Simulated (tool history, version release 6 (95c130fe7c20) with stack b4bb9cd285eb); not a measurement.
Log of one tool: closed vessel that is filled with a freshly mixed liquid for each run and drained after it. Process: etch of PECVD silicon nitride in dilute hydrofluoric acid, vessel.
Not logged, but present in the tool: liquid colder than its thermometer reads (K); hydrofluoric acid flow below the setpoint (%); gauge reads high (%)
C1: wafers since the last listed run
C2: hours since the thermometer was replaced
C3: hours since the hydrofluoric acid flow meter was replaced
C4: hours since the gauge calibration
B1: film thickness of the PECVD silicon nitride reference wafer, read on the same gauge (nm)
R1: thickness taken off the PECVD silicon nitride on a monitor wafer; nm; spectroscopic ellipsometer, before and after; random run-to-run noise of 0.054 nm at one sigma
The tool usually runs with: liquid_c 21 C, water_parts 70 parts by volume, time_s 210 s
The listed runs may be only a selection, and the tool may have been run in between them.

Run 1, hour 0: usual settings; C1 0; C2 2001.4; C3 2319.6; C4 28.2; B1 90.01. Result: R1 7.36 nm.
Run 2, hour 17.4: usual settings; C1 2091; C2 2018.8; C3 2337; C4 45.6; B1 90.01. Result: R1 7.39 nm.
Run 3, hour 30.7: usual settings; C1 1598; C2 2032.1; C3 2350.3; C4 58.9; B1 89.98. Result: R1 7.47 nm.
Run 4, hour 51.6: usual settings but water_parts 85 parts by volume; C1 2512; C2 2053; C3 2371.2; C4 79.8; B1 90.04. Result: R1 6.11 nm.
Run 5, hour 74.1: usual settings; C1 2705; C2 2075.5; C3 2393.7; C4 102.3; B1 90.05. Result: R1 7.41 nm.
Run 6, hour 103.5: usual settings; C1 3534; C2 2104.9; C3 2423.1; C4 131.7; B1 89.99. Result: R1 7.39 nm.
Run 7, hour 126: usual settings; C1 2705; C2 2127.4; C3 2445.6; C4 154.2; B1 90. Result: R1 7.4 nm.
Run 8, hour 147.3: usual settings; C1 2560; C2 2148.7; C3 2466.9; C4 175.5; B1 90.03. Result: R1 7.4 nm.
Run 9, hour 218.9: usual settings; C1 8607; C2 2220.3; C3 2538.5; C4 247.1; B1 89.97. Result: R1 7.43 nm.
Run 10, hour 243.5: usual settings but liquid_c 23.5 C, water_parts 85 parts by volume, time_s 115 s; C1 2957; C2 2244.9; C3 2563.1; C4 271.7; B1 90.01. Result: R1 3.99 nm.
At hour 246: thermometer replaced.
Run 11, hour 302.6: usual settings; C1 6984; C2 56.6; C3 2622.2; C4 330.8; B1 89.99. Result: R1 7.32 nm.
Run 12, hour 322: usual settings but liquid_c 23.5 C; C1 2332; C2 76; C3 2641.6; C4 350.2; B1 89.97. Result: R1 8.78 nm.
At hour 336.9: hydrofluoric acid flow meter replaced.
At hour 338.3: gauge calibrated.
Run 13, hour 338.4: usual settings; C1 1851; C2 92.4; C3 1.5; C4 0.1; B1 90.01. Result: R1 7.45 nm.
Run 14, hour 363.8: usual settings but liquid_c 24 C; C1 3053; C2 117.8; C3 26.9; C4 25.5; B1 90. Result: R1 9.1 nm.
Run 15, hour 383.5: usual settings but liquid_c 26 C, time_s 295 s; C1 2368; C2 137.5; C3 46.6; C4 45.2; B1 89.99. Result: R1 14.55 nm.
Run 16, hour 409.7: usual settings but liquid_c 19 C, water_parts 90 parts by volume, time_s 250 s; C1 3149; C2 163.7; C3 72.8; C4 71.4; B1 90. Result: R1 6.08 nm.
Run 17, hour 433.4: usual settings but liquid_c 19.5 C, water_parts 40 parts by volume, time_s 255 s; C1 2849; C2 187.4; C3 96.5; C4 95.1; B1 89.99. Result: R1 13.9 nm.
Run 18, hour 461.1: usual settings but liquid_c 19 C, water_parts 45 parts by volume, time_s 255 s; C1 3330; C2 215.1; C3 124.2; C4 122.8; B1 89.99. Result: R1 12.15 nm.

Consider 4 possible next runs. They are alternatives, not a sequence: every one starts from the tool as it was left by run 18. What does each give?
Run A, hour 461.8: usual settings but liquid_c 26 C; C1 84; C2 215.8; C3 124.9; C4 123.5; B1 ?. Result: R1 ?.
Run B, hour 461.8: usual settings but liquid_c 25.5 C, water_parts 35 parts by volume, time_s 125 s; C1 84; C2 215.8; C3 124.9; C4 123.5; B1 ?. Result: R1 ?.
Run C, hour 461.8: usual settings but liquid_c 23.5 C, water_parts 60 parts by volume, time_s 145 s; C1 84; C2 215.8; C3 124.9; C4 123.5; B1 ?. Result: R1 ?.
Run D, hour 461.8: usual settings but liquid_c 25 C, water_parts 50 parts by volume, time_s 160 s; C1 84; C2 215.8; C3 124.9; C4 123.5; B1 ?. Result: R1 ?.

run  B1     R1
  A  90  10.45
  B  90  11.88
  C  90   7.11
  D  90  10.37
Had the tool no hidden state, the same runs would have come out as:
run     R1
  A  10.45
  B  11.88
  C   7.11
  D  10.37
